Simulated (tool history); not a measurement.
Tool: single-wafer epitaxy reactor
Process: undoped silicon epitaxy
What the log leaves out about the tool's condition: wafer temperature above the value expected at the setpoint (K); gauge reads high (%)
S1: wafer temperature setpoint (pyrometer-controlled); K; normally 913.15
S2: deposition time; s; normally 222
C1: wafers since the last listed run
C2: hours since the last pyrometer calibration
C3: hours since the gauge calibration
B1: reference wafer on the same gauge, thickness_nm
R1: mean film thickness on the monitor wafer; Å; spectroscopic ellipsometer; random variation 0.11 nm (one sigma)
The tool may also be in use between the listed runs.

run	day	S1	S2	C1	C2	C3	B1	R1
1	0	913.15	222	0	2908.1	43.4	25.173	256.1
2	0.567	913.15	222	89	2921.7	57	25.222	256.44
3	1.304	913.15	222	116	2939.4	74.7	25.177	255.81
4	1.575	918.15	222	42	2945.9	81.2	25.201	284.62
5	2.1	913.15	222	83	2958.5	93.8	25.201	256.73
6	2.688	913.15	222	93	2972.6	107.9	25.205	257.58
7	3.258	913.15	222	90	2986.3	121.6	25.172	257.14
8	3.742	913.15	222	76	2997.9	133.2	25.222	257.16
9	4.329	913.15	222	93	3012	147.3	25.237	255.82
10	4.696	913.15	222	58	3020.8	156.1	25.205	256.62
11	5.325	913.15	222	99	3035.9	171.2	25.201	255.49
# day 6.183: pyrometer calibrated
12	6.204	913.15	222	86	0.5	192.3	25.202	284.73
13	6.221	921.15	239	2	0.9	192.7	25.254	360.93
14	6.588	921.15	239	58	9.7	201.5	25.159	360.88
15	7.129	921.15	239	85	22.7	214.5	25.234	361.98
16	7.533	913.15	222	64	32.4	224.2	25.174	284.31
17	7.842	913.15	222	48	39.8	231.6	25.221	285.76
18	8.167	913.15	222	51	47.6	239.4	25.187	284.16
19	8.8	913.15	222	100	62.8	254.6	25.196	284.47
20	9.075	913.15	192	43	69.4	261.2	25.207	245.43
21	9.404	919.15	246	52	77.3	269.1	25.216	353.94
22	10.092	922.15	261	108	93.8	285.6	25.211	395.88
23	10.4	920.15	200	48	101.2	293	25.234	292.89
# day 10.896: gauge calibrated
24	10.9	919.15	246	79	113.2	0.1	25.185	352.16
25	11.479	921.15	194	91	127.1	14	25.23	287.71
26	12.125	913.15	222	102	142.6	29.5	25.197	281.54
27	12.442	913.15	222	50	150.2	37.1	25.201	281.41
28	12.988	913.15	222	86	163.3	50.2	25.199	280.73
29	13.604	905.15	248	97	178.1	65	25.22	268.22
30	13.875	920.15	266	42	184.6	71.5	25.182	384.79
31	14.442	905.15	222	89	198.2	85.1	25.192	238.12
32	16.429	913.15	192	314	245.9	132.8	25.225	239.94
33	17.142	913.15	179	112	263	149.9	25.192	224.31
34	17.454	899.15	222	49	270.5	157.4	25.216	210.79
35	17.708	918.15	248	40	276.6	163.5	25.216	342.57

5 options for the next run, each taken on its own from the tool as it stands now. Forecast them:
A	17.729	913.15	222	3	277.1	164	?	?
B	17.729	900.15	254	3	277.1	164	?	?
C	17.729	898.15	222	3	277.1	164	?	?
D	17.729	913.15	202	3	277.1	164	?	?
E	17.729	924.15	205	3	277.1	164	?	?

run	B1	R1
A	25.212	276.96
B	25.212	244.58
C	25.212	205.29
D	25.212	252.01
E	25.212	316.81
With no hidden state in the tool, these same runs would have given:
run	R1
A	288.15
B	254.72
C	213.84
D	262.19
E	329.34
